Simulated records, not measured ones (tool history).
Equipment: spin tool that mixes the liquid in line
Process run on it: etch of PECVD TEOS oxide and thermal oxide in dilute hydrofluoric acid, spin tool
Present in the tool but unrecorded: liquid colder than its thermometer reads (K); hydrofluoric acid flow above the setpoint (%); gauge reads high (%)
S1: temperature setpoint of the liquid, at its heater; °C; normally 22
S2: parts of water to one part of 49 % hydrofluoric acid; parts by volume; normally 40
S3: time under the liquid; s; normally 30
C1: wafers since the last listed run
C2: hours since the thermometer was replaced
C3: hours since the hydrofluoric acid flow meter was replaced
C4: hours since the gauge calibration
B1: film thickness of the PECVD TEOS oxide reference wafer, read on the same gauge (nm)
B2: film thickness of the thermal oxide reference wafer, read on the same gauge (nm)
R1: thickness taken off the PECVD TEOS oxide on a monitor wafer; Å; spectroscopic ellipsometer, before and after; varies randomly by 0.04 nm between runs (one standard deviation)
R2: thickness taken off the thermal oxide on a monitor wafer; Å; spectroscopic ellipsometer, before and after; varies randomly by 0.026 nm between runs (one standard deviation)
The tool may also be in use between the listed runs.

run     day    S1  S2  S3   C1     C2      C3     C4     B1      B2     R1      R2
  1       0    22  40  30    0  264.6  1556.2  221.1  59.99  79.979  127.7   39.89
  2   0.379    22  40  30   82  273.7  1565.3  230.2     60  79.998  128.1   40.49
  3   0.696    22  40  30   68  281.3  1572.9  237.8     60  80.026  127.4   40.49
  4   1.383    22  40  30  148  297.8  1589.4  254.3  60.02  79.974  127.1      41
  5   1.858    22  40  30  102  309.2  1600.8  265.7  59.98  80.021    128   40.69
  6   2.162    22  40  30   65  316.5  1608.1    273  59.99  80.007  128.1      41
  7   2.417    22  40  30   55  322.6  1614.2  279.1  59.99  79.994    128    40.3
  8    2.85    22  40  30   93    333  1624.6  289.5  59.99  79.984    128   40.05
  9    3.55    22  40  30  151  349.8  1641.4  306.3     60   79.96  128.4   40.24
 10   4.246    22  55  40  150  366.5  1658.1    323  60.02  80.018  122.6   38.79
      4.658  -- hydrofluoric acid flow meter replaced
 11   4.962  25.5  60  20  146  383.7     7.3  340.2     60  80.016   68.4   21.47
 12   5.704    22  25  30  160  401.5    25.1    358  60.04  80.012  221.4   69.35
 13   6.262    22  40  30  120  414.9    38.5  371.4     60  80.025  136.2   43.35
      6.521  -- gauge calibrated
 14   6.804    18  40  15  117  427.9    51.5    6.8  59.98  79.975   57.3   18.04
      7.754  -- hydrofluoric acid flow meter replaced, repeated, since the last time left the tool worse
 15   8.883    22  40  30  441  477.8    27.1   56.7  59.99  79.946  117.6   37.36
 16   9.171    22  40  30   62  484.7      34   63.6  59.96      80  117.9   37.27
 17   9.438    20  35  30   57  491.1    40.4     70  60.02  80.026  123.8   39.41
 18  10.117  17.5  40  50  147  507.4    56.7   86.3     60  80.002  162.9   51.67
     10.625  -- thermometer replaced
 19  10.708    24  25  30  119      2    70.9  100.5     60   79.99  209.5   66.81
 20  11.292    22  40  30  126     16    84.9  114.5  59.98  80.032  118.5    37.2
 21  11.829    24  55  15  116   28.9    97.8  127.4  59.99  80.029   45.7   14.41
 22  12.462  25.5  25  50  137   44.1     113  142.6  59.99  79.992  373.7  119.52
 23    12.8    25  60  30   73   52.2   121.1  150.7     60  79.992   87.9   27.64
 24    13.5    19  40  20  151     69   137.9  167.5  59.98  79.952   69.5   21.71
 25  13.858    18  25  50   77   77.6   146.5  176.1  59.98  80.039  272.5    86.1
 26  14.317    22  25  30   99   88.6   157.5  187.1  59.98  79.977  193.4   61.02
 27  15.146    22  40  30  179  108.5   177.4    207  60.02  80.012  119.2   37.35

Forecast each of these 3 alternatives for the next run:
  A  15.162  22  40  30   3  108.9  177.8  207.4   ?   ?   ?   ?
  B  15.162  18  40  35   3  108.9  177.8  207.4   ?   ?   ?   ?
  C  15.162  20  20  30   3  108.9  177.8  207.4   ?   ?   ?   ?

run     B1      B2     R1     R2
  A  59.95  79.955  119.3   37.4
  B  59.95  79.955  117.3  36.77
  C  59.95  79.955  224.4  70.37
With the hidden condition removed and each run's random variation left untouched, the same runs would have given:
run     R1     R2
  A  117.5  36.83
  B  115.5  36.21
  C  221.1  69.32
